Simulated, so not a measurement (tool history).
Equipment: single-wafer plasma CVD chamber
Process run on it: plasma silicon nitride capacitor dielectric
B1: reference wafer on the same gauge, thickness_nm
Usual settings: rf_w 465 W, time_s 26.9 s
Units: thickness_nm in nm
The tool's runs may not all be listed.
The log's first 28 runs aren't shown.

{"run": 29, "hour": 2173.8, "rf_w": 380, "time_s": 28.5, "B1": 43.372, "thickness_nm": 41.449}
{"run": 30, "hour": 2230.7, "rf_w": 465, "time_s": 22.4, "B1": 43.389, "thickness_nm": 33.332}
{"run": 31, "hour": 2285.2, "rf_w": 465, "time_s": 26.9, "B1": 43.196, "thickness_nm": 39.64}
{"run": 32, "hour": 2322.3, "rf_w": 465, "time_s": 26.9, "B1": 43.188, "thickness_nm": 39.763}
{"hour": 2338.6, "done": "RF generator calibrated"}
{"run": 33, "hour": 2418.3, "rf_w": 465, "time_s": 29.1, "B1": 43.248, "thickness_nm": 43.25}
{"run": 34, "hour": 2514.3, "rf_w": 465, "time_s": 26.9, "B1": 43.146, "thickness_nm": 39.762}
{"run": 35, "hour": 2563.9, "rf_w": 375, "time_s": 25.1, "B1": 43.134, "thickness_nm": 36.152}
{"run": 36, "hour": 2727.9, "rf_w": 410, "time_s": 29.4, "B1": 42.971, "thickness_nm": 42.762}
{"run": 37, "hour": 2832.8, "rf_w": 545, "time_s": 31.5, "B1": 43.086, "thickness_nm": 47.684}
{"run": 38, "hour": 2918.4, "rf_w": 465, "time_s": 23.3, "B1": 42.768, "thickness_nm": 34.517}
{"run": 39, "hour": 2993.5, "rf_w": 385, "time_s": 23.6, "B1": 42.83, "thickness_nm": 33.543}
{"run": 40, "hour": 3052.2, "rf_w": 385, "time_s": 29.5, "B1": 42.757, "thickness_nm": 42.037}
{"hour": 3143.4, "done": "RF generator calibrated"}
{"run": 41, "hour": 3144.2, "rf_w": 375, "time_s": 23.7, "B1": 42.798, "thickness_nm": 33.873}
{"run": 42, "hour": 3188.4, "rf_w": 550, "time_s": 26.9, "B1": 42.741, "thickness_nm": 40.993}
{"run": 43, "hour": 3275.7, "rf_w": 425, "time_s": 30.8, "B1": 42.674, "thickness_nm": 44.559}

Below are 5 alternative next runs, each starting from the tool's condition after run 43. Predict each:
{"run": "A", "hour": 3276.1, "rf_w": 465, "time_s": 26.9, "B1": "?", "thickness_nm": "?"}
{"run": "B", "hour": 3276.1, "rf_w": 435, "time_s": 29.4, "B1": "?", "thickness_nm": "?"}
{"run": "C", "hour": 3276.1, "rf_w": 545, "time_s": 29.1, "B1": "?", "thickness_nm": "?"}
{"run": "D", "hour": 3276.1, "rf_w": 380, "time_s": 26.9, "B1": "?", "thickness_nm": "?"}
{"run": "E", "hour": 3276.1, "rf_w": 465, "time_s": 28.9, "B1": "?", "thickness_nm": "?"}

run=A B1=42.592 thickness_nm=39.557
run=B B1=42.592 thickness_nm=42.791
run=C B1=42.592 thickness_nm=43.911
run=D B1=42.592 thickness_nm=38.384
run=E B1=42.592 thickness_nm=42.498
With no hidden state in the tool, these same runs would have given:
run=A thickness_nm=40.739
run=B thickness_nm=44.069
run=C thickness_nm=45.223
run=D thickness_nm=39.531
run=E thickness_nm=43.768
